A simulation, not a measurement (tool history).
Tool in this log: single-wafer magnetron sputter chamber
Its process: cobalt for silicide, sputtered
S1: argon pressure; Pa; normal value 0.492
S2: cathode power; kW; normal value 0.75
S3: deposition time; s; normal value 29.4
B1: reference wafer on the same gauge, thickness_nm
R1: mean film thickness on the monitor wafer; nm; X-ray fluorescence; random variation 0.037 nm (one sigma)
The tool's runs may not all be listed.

run    hour     S1    S2    S3      B1      R1
  1       0  0.492  0.75  27.7   10.04   9.115
      119.1  -- sputter target and shields replaced
  2   301.7  0.492  0.75  27.7  10.027   9.019
  3   401.3  0.492  0.75  27.7  10.018   9.016
      618.8  -- gauge calibrated
  4   627.9  0.554   0.7  29.4  10.035   8.652
  5   696.7  0.554   0.7  29.4  10.045   8.716
  6   738.2  0.492   0.8  29.4   10.03   10.12
  7   802.7  0.492  0.75  29.4  10.038   9.563
  8   878.9  0.492  0.75  29.4  10.053   9.558
      899.3  -- sputter target and shields replaced
  9   941.7  0.492  0.75  29.4  10.015    9.54
 10  1157.9  0.603  0.75  29.4  10.053   9.005
 11  1217.5  0.603  0.75  29.4  10.033   8.982
 12  1317.1  0.432  0.75  29.4  10.028   9.803
 13  1361.9  0.368  0.75  29.4  10.018  10.157
 14  1461.4  0.368  0.75  29.4  10.027   10.22
 15  1539.4  0.368  0.75  29.4   10.02  10.107
     1575.3  -- magnet pack replaced
 16    1604  0.492  0.75    25  10.029   8.105
     1639.7  -- sputter target and shields replaced
 17  1660.3  0.554   0.7  29.4  10.032   8.633
     1692.8  -- capacitance manometer re-zeroed and calibrated
 18  1766.9  0.315   0.9  34.7  10.033  14.953
 19  1803.5  0.378  0.75  26.7  10.037   9.317
 20  1892.9   0.38   0.7  27.4   10.04   8.855
 21  1930.1  0.347   0.6  32.1  10.022   9.021
 22  2023.9  0.299   0.8  25.8  10.026   9.975
 23  2119.1  0.351  0.85  32.5  10.026  13.026
 24  2181.2  0.584   0.6  23.5  10.035   5.848
 25  2255.6  0.492   0.7  25.3  10.024   7.775
     2292.7  -- sputter target and shields replaced
 26  2330.9  0.492  0.75  29.4   10.04   9.604
 27  2437.3  0.492  0.75  29.4  10.046   9.643
 28  2495.1  0.492   0.9  29.4  10.017   11.47
 29  2588.7  0.492   0.9  29.4  10.044  11.517
 30  2666.7  0.599  0.75  33.1  10.025   10.22
 31  2757.9  0.492  0.65  24.4  10.032   6.888
 32  2807.4  0.551   0.8  34.7  10.022  11.669
 33  2873.3  0.492   0.9  35.1  10.041  13.677
 34    2968  0.492  0.75  29.4   10.03   9.582
 35  3027.7    0.6  0.75  31.5  10.027   9.659

Run-by-run hidden state of the tool:
deposition rate above that of a new target (%): 0 at every run
gauge reads high (%): 0 at every run
H1: true argon pressure above the setpoint (%)
run    H1
  1  9.22
  2  10.6
  3    11
  4  11.7
  5  11.8
  6  11.9
  7  12.1
  8  12.3
  9  12.4
 10  12.8
 11  12.9
 12    13
 13  13.1
 14  13.2
 15  13.3
 16  13.4
 17  13.4
 18  2.64
 19  3.18
 20  4.41
 21  4.89
 22  6.02
 23  7.06
 24  7.68
 25  8.38
 26  9.04
 27  9.89
 28  10.3
 29  10.9
 30  11.4
 31  11.9
 32  12.2
 33  12.5
 34    13
 35  13.2
